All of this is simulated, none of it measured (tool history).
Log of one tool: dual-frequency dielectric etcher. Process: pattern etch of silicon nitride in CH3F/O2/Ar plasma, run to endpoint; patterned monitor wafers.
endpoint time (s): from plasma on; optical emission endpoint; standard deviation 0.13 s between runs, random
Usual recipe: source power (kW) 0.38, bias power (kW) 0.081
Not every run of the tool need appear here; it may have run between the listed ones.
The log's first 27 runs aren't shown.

| run | day | source power (kW) | bias power (kW) | incoming incoming film thickness, nm | endpoint time (s) |
|---|---|---|---|---|---|
| 28 | 30.442 | 0.45 | 0.071 | 31.45 | 43.8 |
| 29 | 31.138 | 0.46 | 0.072 | 31.14 | 42.8 |
| 30 | 31.654 | 0.46 | 0.073 | 31.44 | 43 |
| 31 | 32.738 | 0.42 | 0.081 | 31.14 | 42.4 |
| 32 | 33.346 | 0.42 | 0.094 | 31.03 | 40.3 |
| 33 | 33.95 | 0.43 | 0.088 | 31.34 | 41.3 |
| 34 | 34.538 | 0.47 | 0.081 | 31.15 | 40.9 |
| 35 | 35.192 | 0.29 | 0.063 | 31.58 | 53 |

Each row is a separate what-if for the run after 35, all from the same tool condition, not one after another. Results?
| A | 35.208 | 0.38 | 0.095 | 31.23 | ? |
| B | 35.208 | 0.3 | 0.099 | 31.23 | ? |
| C | 35.208 | 0.43 | 0.099 | 31.23 | ? |
| D | 35.208 | 0.42 | 0.096 | 31.23 | ? |

| run | endpoint time (s) |
|---|---|
| A | 41.8 |
| B | 44.4 |
| C | 39.6 |
| D | 40.4 |
What these runs would have given with no unlogged condition in the tool:
| run | endpoint time (s) |
|---|---|
| A | 41.4 |
| B | 43.9 |
| C | 39.2 |
| D | 40 |
